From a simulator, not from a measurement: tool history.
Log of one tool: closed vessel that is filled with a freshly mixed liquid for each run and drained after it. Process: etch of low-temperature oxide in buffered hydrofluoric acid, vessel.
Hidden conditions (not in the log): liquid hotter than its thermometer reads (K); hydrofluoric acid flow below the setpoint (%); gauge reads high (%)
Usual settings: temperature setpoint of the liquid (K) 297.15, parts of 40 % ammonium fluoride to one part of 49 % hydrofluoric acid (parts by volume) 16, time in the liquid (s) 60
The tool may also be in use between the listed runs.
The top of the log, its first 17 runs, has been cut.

run	day	temperature setpoint of the liquid (K)	parts of 40 % ammonium fluoride to one part of 49 % hydrofluoric acid (parts by volume)	time in the liquid (s)	wafers since the last listed run	hours since the thermometer was replaced	hours since the hydrofluoric acid flow meter was replaced	hours since the gauge calibration	read-back film thickness of the low-temperature oxide reference wafer, read on the same gauge (nm)	thickness taken off the low-temperature oxide on a monitor wafer (Å)
18	62.504	298.65	13.5	60	3240	1583.8	489	61	100.01	1547.1
19	65.204	294.15	19.5	45	4166	1648.6	553.8	125.8	100.02	628.7
20	66.85	293.65	14	30	2539	1688.1	593.3	165.3	100.01	555.4
21	68.633	300.15	13	30	2751	1730.9	636.1	208.1	100.02	856
# day 71.117: hydrofluoric acid flow meter replaced
22	72.583	301.65	16	80	6030	1825.7	35.2	302.9	100.01	2075.6
23	75.212	294.15	19	30	4056	1888.8	98.3	366	100.01	439.6
# day 76.238: thermometer replaced
24	78.004	297.15	16	60	4243	42.4	165.3	433	99.98	1206.2
25	80.654	297.15	16	60	4089	106	228.9	496.6	99.97	1222.8
26	84.754	292.65	16	45	6326	204.4	327.3	595	99.96	700.2
27	89.175	299.65	19.5	75	6821	310.5	433.4	701.1	100	1416.6
28	92.946	298.65	13.5	70	5818	401	523.9	791.6	100	1775.6
29	96.225	297.15	16	60	5059	479.7	602.6	870.3	100	1160.7
# day 96.479: hydrofluoric acid flow meter replaced
30	99.733	302.15	10	85	5349	563.9	78.1	954.5	99.97	3630
31	102.725	293.65	16	85	4616	635.7	149.9	1026.3	100	1423.1
32	105.504	297.15	16	60	4288	702.4	216.6	1093	99.99	1229.2

Below are 4 alternative next runs, each starting from the tool's condition after run 32. Predict each:
A	105.533	297.15	16	45	45	703.1	217.3	1093.7	?	?
B	105.533	294.15	19	50	45	703.1	217.3	1093.7	?	?
C	105.533	299.15	11.5	30	45	703.1	217.3	1093.7	?	?
D	105.533	293.15	22.5	35	45	703.1	217.3	1093.7	?	?

run	read-back film thickness of the low-temperature oxide reference wafer, read on the same gauge (nm)	thickness taken off the low-temperature oxide on a monitor wafer (Å)
A	99.99	916.1
B	99.99	728
C	99.99	940.9
D	99.99	424.6
Had the tool no hidden state, the same runs would have come out as:
run	thickness taken off the low-temperature oxide on a monitor wafer (Å)
A	932.7
B	741.3
C	957.9
D	430
